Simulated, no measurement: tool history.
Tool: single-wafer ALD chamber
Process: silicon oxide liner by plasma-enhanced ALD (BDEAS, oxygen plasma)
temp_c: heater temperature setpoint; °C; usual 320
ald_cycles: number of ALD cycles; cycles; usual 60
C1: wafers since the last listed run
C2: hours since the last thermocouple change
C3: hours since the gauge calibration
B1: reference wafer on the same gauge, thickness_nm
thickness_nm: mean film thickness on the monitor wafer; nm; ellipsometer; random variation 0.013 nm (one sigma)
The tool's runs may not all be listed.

Run 1, day 0: usual settings but ald_cycles 68 cycles; C1 0; C2 1102.8; C3 693.8; B1 5.412. Result: thickness_nm 5.924 nm.
Run 2, day 1.75: usual settings; C1 245; C2 1144.8; C3 735.8; B1 5.419. Result: thickness_nm 5.254 nm.
Run 3, day 5.888: usual settings; C1 581; C2 1244.1; C3 835.1; B1 5.431. Result: thickness_nm 5.245 nm.
Run 4, day 11.9: usual settings; C1 844; C2 1388.4; C3 979.4; B1 5.447. Result: thickness_nm 5.255 nm.
Run 5, day 14.188: usual settings; C1 321; C2 1443.3; C3 1034.3; B1 5.453. Result: thickness_nm 5.242 nm.
Run 6, day 16.042: usual settings but temp_c 312 °C; C1 260; C2 1487.8; C3 1078.8; B1 5.463. Result: thickness_nm 5.312 nm.
Run 7, day 17.046: usual settings; C1 141; C2 1511.9; C3 1102.9; B1 5.468. Result: thickness_nm 5.275 nm.
Run 8, day 19.867: usual settings but temp_c 317 °C; C1 396; C2 1579.6; C3 1170.6; B1 5.469. Result: thickness_nm 5.288 nm.
Run 9, day 20.908: usual settings but temp_c 305 °C, ald_cycles 53 cycles; C1 146; C2 1604.6; C3 1195.6; B1 5.474. Result: thickness_nm 4.777 nm.
At day 22.458: gauge calibrated.
At day 22.854: thermocouple changed; heater temperature recalibrated.
Run 10, day 22.875: usual settings but temp_c 308 °C, ald_cycles 69 cycles; C1 229; C2 0.5; C3 10; B1 5.338. Result: thickness_nm 6.016 nm.
Run 11, day 25.425: usual settings but temp_c 305 °C, ald_cycles 52 cycles; C1 358; C2 61.7; C3 71.2; B1 5.343. Result: thickness_nm 4.574 nm.
Run 12, day 27.933: usual settings but temp_c 335 °C, ald_cycles 49 cycles; C1 352; C2 121.9; C3 131.4; B1 5.349. Result: thickness_nm 4.108 nm.
Run 13, day 29.533: usual settings; C1 224; C2 160.3; C3 169.8; B1 5.355. Result: thickness_nm 5.178 nm.
Run 14, day 32.258: usual settings but ald_cycles 67 cycles; C1 382; C2 225.7; C3 235.2; B1 5.364. Result: thickness_nm 5.8 nm.
Run 15, day 37.717: usual settings but temp_c 325 °C, ald_cycles 68 cycles; C1 766; C2 356.7; C3 366.2; B1 5.377. Result: thickness_nm 5.837 nm.
Run 16, day 40.192: usual settings but temp_c 334 °C, ald_cycles 70 cycles; C1 347; C2 416.1; C3 425.6; B1 5.382. Result: thickness_nm 5.934 nm.

The next listed run, before its measurement:
Run 17, day 42.083: usual settings; C1 265; C2 461.5; C3 471; B1 ?. Result: thickness_nm ?.

{"run 17": {"B1": 5.389, "thickness_nm": 5.21}}
Without the tool's hidden state the same run would have given thickness_nm 5.163 nm.

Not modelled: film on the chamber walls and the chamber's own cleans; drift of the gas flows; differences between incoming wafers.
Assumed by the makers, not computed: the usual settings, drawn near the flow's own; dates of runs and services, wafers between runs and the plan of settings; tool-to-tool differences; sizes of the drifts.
